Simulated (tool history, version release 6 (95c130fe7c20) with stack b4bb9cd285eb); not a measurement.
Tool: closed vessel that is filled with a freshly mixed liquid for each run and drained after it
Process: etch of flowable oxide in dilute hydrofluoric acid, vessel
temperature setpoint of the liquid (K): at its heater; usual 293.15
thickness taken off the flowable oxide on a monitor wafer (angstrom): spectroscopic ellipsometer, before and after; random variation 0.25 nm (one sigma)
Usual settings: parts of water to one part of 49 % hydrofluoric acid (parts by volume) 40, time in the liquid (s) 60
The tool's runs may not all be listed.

run	hour	temperature setpoint of the liquid (K)	parts of water to one part of 49 % hydrofluoric acid (parts by volume)	time in the liquid (s)	read-back film thickness of the flowable oxide reference wafer, read on the same gauge (nm)	thickness taken off the flowable oxide on a monitor wafer (angstrom)
1	0.0	293.15	40	60	59.97	261.9
2	49.1	293.15	40	60	59.99	268.5
3	83.1	293.15	40	60	59.98	270.5
4	119.4	293.15	40	35	60.01	155.3
5	152.9	293.15	40	60	60.01	272.7
6	345.4	293.15	40	60	60.00	265.4
7	371.9	293.15	40	60	60.00	268.6
8	416.7	293.15	40	60	60.00	268.6
9	467.7	293.15	40	60	60.01	263.7
10	539.3	293.15	40	60	59.99	270.2
11	579.7	293.15	40	60	60.03	265.2
12	633.5	293.15	40	60	60.03	268.8
13	687.6	293.15	55	75	60.04	239.4
14	745.6	291.65	40	85	59.98	349.7
15	799.9	297.15	40	45	60.01	238.3
16	835.8	293.15	40	85	60.00	382.2
17	891.0	291.65	25	95	60.00	644.2
18	918.1	290.15	60	60	60.03	151.7
19	982.8	294.65	25	30	60.01	233.6
20	1021.7	293.15	40	60	59.98	268.9
21	1074.4	291.65	25	70	59.99	476.8
22	1118.9	290.15	30	70	59.97	377.6
23	1166.1	293.15	40	60	60.00	264.4
24	1213.4	293.15	40	35	59.99	157.9
25	1258.4	296.65	20	45	59.99	481.8

Not shown: 3 entries that the log had between the listed runs. Between which runs, and how does the tool's hidden state differ before and after?
Between runs 8 and 9: gauge calibrated (hour 463.3)
  no hidden state differs between the two runs
Between runs 9 and 10: thermometer replaced (hour 505.7)
  no hidden state differs between the two runs
Between runs 18 and 19: hydrofluoric acid flow meter replaced (hour 925.2)
  no hidden state differs between the two runs
